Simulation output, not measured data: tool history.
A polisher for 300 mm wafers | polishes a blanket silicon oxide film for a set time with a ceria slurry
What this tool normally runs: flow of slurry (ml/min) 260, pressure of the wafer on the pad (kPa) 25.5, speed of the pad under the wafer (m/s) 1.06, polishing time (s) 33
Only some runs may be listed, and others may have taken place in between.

run   hour  flow of slurry (ml/min)  pressure of the wafer on the pad (kPa)  speed of the pad under the wafer (m/s)  polishing time (s)  incoming thickness of the incoming film, nm  film removed (nm)
  1      0                      260                                    25.5                                    1.06                  33                                       1608.3              160.2
  2    8.6                      260                                    25.5                                    1.06                  33                                       1611.5              159.3
        14  -- worn pad replaced by a new one
  3     18                      260                                    25.5                                    1.06                  33                                       1603.3              165.3
  4   26.1                      260                                    25.5                                    1.06                  33                                       1593.4              162.4
  5   32.9                      260                                    25.5                                    1.06                  33                                       1593.4              159.2
      50.4  -- worn pad replaced by a new one
  6   50.9                      260                                    25.5                                    1.06                  25                                       1601.1              124.2
  7   62.2                      260                                    25.5                                    1.06                  33                                         1599              158.7
  8   76.7                      260                                    22.8                                    1.06                  33                                       1586.9              140.6
      85.2  -- worn pad replaced by a new one
  9   86.4                      260                                    25.5                                    1.06                  26                                       1615.7              129.4
 10   95.7                      260                                    25.5                                    1.06                  33                                       1578.2              157.4
 11  101.9                      170                                    25.5                                     1.4                  22                                         1625              125.2
     117.8  -- head pressure recalibrated
 12  118.3                      260                                    25.5                                    1.06                  33                                       1632.5              155.8
     122.5  -- slurry nozzle cleaned
     122.9  -- worn pad replaced by a new one
 13  124.3                      220                                    25.5                                    1.06                  33                                       1607.5              170.1
 14  135.9                      260                                    25.5                                     0.8                  33                                       1587.5              127.4
     157.4  -- worn pad replaced by a new one
 15  157.9                      345                                    25.5                                    0.92                  33                                       1606.5              155.6

Below, some changes in film removed (nm) between adjacent runs. For each, the amount present without the hidden state too (settings, incoming material, random variation) and the amount remaining for the hidden state with gauge scatter not shared by both compared results:
Hidden conditions of the tool in this case: removal rate lost through wear of the pad, %; slurry flow missing at the pad, %; deviation of the head's pressure from its setpoint, %.
Run 12 -> 13: flow of slurry (ml/min) 260 -> 220, slurry nozzle cleaned, worn pad replaced by a new one. film removed (nm) +14.3: hidden state +18.9, all else -4.6.
Run 13 -> 14: flow of slurry (ml/min) 220 -> 260, speed of the pad under the wafer (m/s) 1.06 -> 0.8. film removed (nm) -42.7: hidden state -3.3, all else -39.4.

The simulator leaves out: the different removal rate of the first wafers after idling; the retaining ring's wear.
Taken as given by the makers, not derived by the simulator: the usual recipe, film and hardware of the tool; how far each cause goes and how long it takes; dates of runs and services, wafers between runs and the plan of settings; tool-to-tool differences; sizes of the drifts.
